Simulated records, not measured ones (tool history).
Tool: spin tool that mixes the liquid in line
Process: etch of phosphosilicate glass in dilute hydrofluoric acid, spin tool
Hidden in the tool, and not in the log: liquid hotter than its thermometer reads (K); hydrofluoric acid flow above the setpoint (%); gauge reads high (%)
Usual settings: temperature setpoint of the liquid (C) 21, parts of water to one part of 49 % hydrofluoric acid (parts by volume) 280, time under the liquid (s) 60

run   hour  temperature setpoint of the liquid (C)  parts of water to one part of 49 % hydrofluoric acid (parts by volume)  time under the liquid (s)  wafers since the last listed run  hours since the thermometer was replaced  hours since the hydrofluoric acid flow meter was replaced  hours since the gauge calibration  read-back film thickness of the phosphosilicate glass reference wafer, read on the same gauge (nm)  thickness taken off the phosphosilicate glass on a monitor wafer (Å)
  1      0                                      21                                                                     175                         60                                 0                                      1081                                                      487.1                              722.5                                                                                              135.35                                                                 307.3
  2   32.4                                      21                                                                     175                         60                               499                                    1113.4                                                      519.5                              754.9                                                                                              135.31                                                                 305.5
  3   46.7                                    23.5                                                                     280                         60                               220                                    1127.7                                                      533.8                              769.2                                                                                              135.29                                                                 191.1
  4   69.7                                    23.5                                                                     280                         60                               354                                    1150.7                                                      556.8                              792.2                                                                                              135.27                                                                 188.9
  5   99.1                                    23.5                                                                     280                         60                               453                                    1180.1                                                      586.2                              821.6                                                                                              135.23                                                                 189.2
  6  116.7                                      21                                                                     280                         70                               271                                    1197.7                                                      603.8                              839.2                                                                                              135.22                                                                   201
  7  151.6                                      21                                                                     280                         60                               537                                    1232.6                                                      638.7                              874.1                                                                                              135.18                                                                 172.5
  8  181.5                                      21                                                                     280                         60                               460                                    1262.5                                                      668.6                                904                                                                                              135.18                                                                 173.9
  9  197.9                                      21                                                                     280                         60                               252                                    1278.9                                                        685                              920.4                                                                                              135.19                                                                 172.6
     206.4  -- gauge calibrated
 10  210.2                                      21                                                                     280                         60                               189                                    1291.2                                                      697.3                                3.8                                                                                              139.85                                                                 178.1
 11  233.2                                      21                                                                     280                         60                               354                                    1314.2                                                      720.3                               26.8                                                                                              139.48                                                                 178.8
 12  265.6                                    17.5                                                                     250                         60                               499                                    1346.6                                                      752.7                               59.2                                                                                              138.97                                                                 181.1
 13  288.7                                      21                                                                     280                         60                               355                                    1369.7                                                      775.8                               82.3                                                                                              138.66                                                                 176.9
 14  310.5                                      17                                                                     230                         80                               335                                    1391.5                                                      797.6                              104.1                                                                                              138.38                                                                 256.9
 15  338.9                                      21                                                                     280                         60                               437                                    1419.9                                                        826                              132.5                                                                                              138.06                                                                 176.8
 16  411.8                                      21                                                                     280                         60                              1123                                    1492.8                                                      898.9                              205.4                                                                                              137.35                                                                 176.6
 17    435                                      21                                                                     395                         80                               357                                      1516                                                      922.1                              228.6                                                                                              137.18                                                                 150.6
 18  452.8                                      18                                                                     280                         60                               274                                    1533.8                                                      939.9                              246.4                                                                                              137.04                                                                 156.2
 19  516.4                                      21                                                                     280                         40                               980                                    1597.4                                                     1003.5                                310                                                                                              136.63                                                                 116.6
 20  540.8                                      21                                                                     280                         60                               376                                    1621.8                                                     1027.9                              334.4                                                                                              136.48                                                                 174.1
 21    604                                      21                                                                     280                         60                               973                                      1685                                                     1091.1                              397.6                                                                                              136.17                                                                 173.9
     605.6  -- thermometer replaced
 22  629.1                                    22.5                                                                     280                         60                               371                                      23.5                                                     1116.2                              422.7                                                                                              136.08                                                                 183.5
 23  643.2                                      21                                                                     280                         60                               217                                      37.6                                                     1130.3                              436.8                                                                                              136.03                                                                 174.6
     645.7  -- hydrofluoric acid flow meter replaced
 24  658.7                                    25.5                                                                     170                         75                               223                                      53.1                                                         13                              452.3                                                                                              135.98                                                                 470.7

Forecast run 25:
 25  691.3                                    19.5                                                                     155                         70                               502                                      85.7                                                       45.6                              484.9                                                                                                   ?                                                                     ?

Run 25 gave read-back film thickness of the phosphosilicate glass reference wafer, read on the same gauge (nm) 135.88, thickness taken off the phosphosilicate glass on a monitor wafer (Å) 388.
Without the tool's hidden state the same run would have given thickness taken off the phosphosilicate glass on a monitor wafer (Å) 399.7.
